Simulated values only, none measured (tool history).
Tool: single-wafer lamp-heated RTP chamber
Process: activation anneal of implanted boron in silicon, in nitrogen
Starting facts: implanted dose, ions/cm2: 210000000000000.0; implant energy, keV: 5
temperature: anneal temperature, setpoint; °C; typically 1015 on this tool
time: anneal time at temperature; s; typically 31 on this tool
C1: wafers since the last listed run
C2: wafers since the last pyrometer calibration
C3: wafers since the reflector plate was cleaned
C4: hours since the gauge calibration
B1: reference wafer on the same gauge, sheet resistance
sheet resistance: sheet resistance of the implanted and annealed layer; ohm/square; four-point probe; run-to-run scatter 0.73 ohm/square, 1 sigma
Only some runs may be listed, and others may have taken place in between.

run 1 hour=0 | temperature=1007 time=39 | C1=0 C2=1302 C3=3950 C4=654 | B1=541.17 | sheet_resistance=488.47
run 2 hour=51.1 | temperature=1007 time=39 | C1=621 C2=1923 C3=4571 C4=705.1 | B1=540.92 | sheet_resistance=490.09
-- hour=81 pyrometer window cleaned and pyrometer calibrated
run 3 hour=87.6 | temperature=1015 time=31 | C1=346 C2=80 C3=4918 C4=741.6 | B1=541.1 | sheet_resistance=489.23
run 4 hour=131.2 | temperature=1015 time=31 | C1=530 C2=610 C3=5448 C4=785.2 | B1=541.15 | sheet_resistance=488.67
run 5 hour=167.6 | temperature=1015 time=31 | C1=442 C2=1053 C3=5891 C4=821.6 | B1=540.66 | sheet_resistance=489.17
run 6 hour=217.2 | temperature=1023 time=44 | C1=603 C2=1656 C3=6494 C4=871.2 | B1=541.35 | sheet_resistance=485.32
run 7 hour=270 | temperature=1023 time=44 | C1=642 C2=2298 C3=7136 C4=924 | B1=541.25 | sheet_resistance=483.92
-- hour=317.5 pyrometer window cleaned and pyrometer calibrated
run 8 hour=318.3 | temperature=1015 time=31 | C1=490 C2=10 C3=7626 C4=972.3 | B1=540.54 | sheet_resistance=488.98
run 9 hour=369.5 | temperature=1015 time=31 | C1=622 C2=632 C3=8249 C4=1023.5 | B1=540.98 | sheet_resistance=488.6
-- hour=402.7 reflector plate cleaned
run 10 hour=431.4 | temperature=1015 time=41 | C1=655 C2=1288 C3=349 C4=1085.4 | B1=540.71 | sheet_resistance=486.41
run 11 hour=516.7 | temperature=1006 time=46 | C1=1037 C2=2325 C3=1386 C4=1170.7 | B1=540.81 | sheet_resistance=487.86
-- hour=545.4 pyrometer window cleaned and pyrometer calibrated
run 12 hour=624.6 | temperature=1002 time=31 | C1=1214 C2=962 C3=2601 C4=1278.6 | B1=540.85 | sheet_resistance=490.06
run 13 hour=707.8 | temperature=1001 time=37 | C1=1011 C2=1974 C3=3613 C4=1361.8 | B1=541.4 | sheet_resistance=489.67
-- hour=721.9 gauge calibrated
-- hour=762.8 pyrometer window cleaned and pyrometer calibrated
run 14 hour=769.2 | temperature=993 time=46 | C1=649 C2=78 C3=4263 C4=47.3 | B1=540.59 | sheet_resistance=489.3
run 15 hour=808.6 | temperature=1015 time=25 | C1=479 C2=557 C3=4742 C4=86.7 | B1=541.2 | sheet_resistance=491.44
run 16 hour=898.5 | temperature=989 time=14 | C1=1093 C2=1650 C3=5835 C4=176.6 | B1=540.92 | sheet_resistance=497.97
run 17 hour=967.3 | temperature=1001 time=37 | C1=836 C2=2487 C3=6672 C4=245.4 | B1=540.89 | sheet_resistance=490.92
-- hour=976.7 pyrometer window cleaned and pyrometer calibrated
run 18 hour=1026.8 | temperature=1015 time=31 | C1=626 C2=609 C3=7298 C4=304.9 | B1=541.4 | sheet_resistance=487.9
run 19 hour=1063.7 | temperature=1015 time=31 | C1=448 C2=1058 C3=7747 C4=341.8 | B1=540.97 | sheet_resistance=489.13

4 ways to go on from here, each from the tool as it stands after run 19. What would each give?
run A hour=1064.1 | temperature=1015 time=31 | C1=4 C2=1063 C3=7752 C4=342.2 | B1=? | sheet_resistance=?
run B hour=1064.1 | temperature=997 time=22 | C1=4 C2=1063 C3=7752 C4=342.2 | B1=? | sheet_resistance=?
run C hour=1064.1 | temperature=1032 time=13 | C1=4 C2=1063 C3=7752 C4=342.2 | B1=? | sheet_resistance=?
run D hour=1064.1 | temperature=989 time=31 | C1=4 C2=1063 C3=7752 C4=342.2 | B1=? | sheet_resistance=?

run=A B1=540.91 sheet_resistance=489.99
run=B B1=540.91 sheet_resistance=494.89
run=C B1=540.91 sheet_resistance=493.95
run=D B1=540.91 sheet_resistance=494.04
The same runs, with their run-to-run variation unchanged, on a tool lacking any hidden condition would have given:
run=A sheet_resistance=489.99
run=B sheet_resistance=494.89
run=C sheet_resistance=493.95
run=D sheet_resistance=494.04
